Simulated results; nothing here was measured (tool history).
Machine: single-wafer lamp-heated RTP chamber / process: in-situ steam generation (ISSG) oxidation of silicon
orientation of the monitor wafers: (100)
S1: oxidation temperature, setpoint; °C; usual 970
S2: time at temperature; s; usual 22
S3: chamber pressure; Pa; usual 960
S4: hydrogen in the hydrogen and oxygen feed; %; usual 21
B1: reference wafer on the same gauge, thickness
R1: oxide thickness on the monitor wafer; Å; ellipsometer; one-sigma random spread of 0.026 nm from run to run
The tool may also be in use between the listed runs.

run	hour	S1	S2	S3	S4	B1	R1
1	0.0	970	22	960	21	5.485	50.29
# hour 1.6: gauge calibrated
2	18.5	970	22	1093	21	5.478	49.91
3	42.7	970	22	1093	21	5.481	50.53
4	65.9	970	22	1093	21	5.480	50.48
5	79.1	970	22	960	21	5.474	51.00
6	109.6	970	22	960	21	5.477	50.02
7	133.4	970	22	960	21	5.485	50.27
8	156.9	970	29	1080	16	5.485	54.14
9	188.3	970	22	960	21	5.475	50.56
10	201.1	970	26	960	29	5.475	59.25
# hour 218.7: pyrometer window cleaned and pyrometer calibrated
# hour 260.5: pressure gauge zeroed
11	279.5	957	17	960	21	5.482	43.27
12	312.8	960	22	960	30	5.480	53.07
13	337.8	970	22	960	21	5.487	50.22
14	356.0	985	25	960	28	5.482	60.13
# hour 388.8: hydrogen flow controller replaced
15	389.3	970	22	960	21	5.476	50.59
16	397.8	970	22	960	21	5.481	50.41
17	470.7	959	25	960	27	5.479	54.43
18	485.4	970	19	920	30	5.474	51.87
19	512.9	970	22	960	21	5.481	51.00
20	531.5	970	25	960	21	5.479	53.05
# hour 554.2: pyrometer window cleaned and pyrometer calibrated
21	554.7	989	22	920	21	5.490	53.95
22	582.3	970	22	960	21	5.482	50.26
23	611.5	989	15	960	28	5.480	49.07

Expected results for the next run?
24	642.8	970	22	960	21	?	?

{"run 24": {"B1": 5.481, "R1": 50.38}}
With the hidden condition absent and the run-to-run variation left alone, this run would have shown R1 50.38 Å.
